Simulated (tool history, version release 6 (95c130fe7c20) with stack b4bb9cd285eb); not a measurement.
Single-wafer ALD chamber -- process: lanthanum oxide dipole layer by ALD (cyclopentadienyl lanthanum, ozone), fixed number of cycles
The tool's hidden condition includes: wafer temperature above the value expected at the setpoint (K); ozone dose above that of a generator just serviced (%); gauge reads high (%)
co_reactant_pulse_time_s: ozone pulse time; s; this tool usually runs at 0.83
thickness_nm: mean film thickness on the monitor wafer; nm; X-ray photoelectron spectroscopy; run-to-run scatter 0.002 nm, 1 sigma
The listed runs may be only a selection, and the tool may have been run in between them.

run   hour  co_reactant_pulse_time_s  wafers since the last listed run  hours since the last thermocouple change  hours since the last ozone generator service  hours since the showerhead was replaced  hours since the gauge calibration  read-back reference wafer on the same gauge, thickness_nm  thickness_nm
  1      0                      0.83                                 0                                    1782.8                                          1138                                   7528.2                              355.6                                                      0.515         0.432
  2   64.7                      0.72                              1322                                    1847.5                                        1202.7                                   7592.9                              420.3                                                      0.515         0.406
  3  114.2                      0.72                              1012                                      1897                                        1252.2                                   7642.4                              469.8                                                      0.515         0.407
  4  170.2                      0.72                              1144                                      1953                                        1308.2                                   7698.4                              525.8                                                      0.515         0.404
  5  222.3                      0.83                              1065                                    2005.1                                        1360.3                                   7750.5                              577.9                                                      0.515         0.426
     299.8  -- showerhead replaced
  6  300.3                      0.83                              1431                                    2083.1                                        1438.3                                      0.5                              655.9                                                      0.514         0.423
  7  339.6                      0.83                               803                                    2122.4                                        1477.6                                     39.8                              695.2                                                      0.515         0.424
  8  364.1                      0.66                               500                                    2146.9                                        1502.1                                     64.3                              719.7                                                      0.515         0.388

Predict the results of run 9:
  9  414.3                      1.02                              1026                                    2197.1                                        1552.3                                    114.5                              769.9                                                          ?             ?

read-back reference wafer on the same gauge, thickness_nm: 0.515
thickness_nm: 0.453 nm
Had the tool carried no hidden state, the very same run would have given thickness_nm 0.466 nm.

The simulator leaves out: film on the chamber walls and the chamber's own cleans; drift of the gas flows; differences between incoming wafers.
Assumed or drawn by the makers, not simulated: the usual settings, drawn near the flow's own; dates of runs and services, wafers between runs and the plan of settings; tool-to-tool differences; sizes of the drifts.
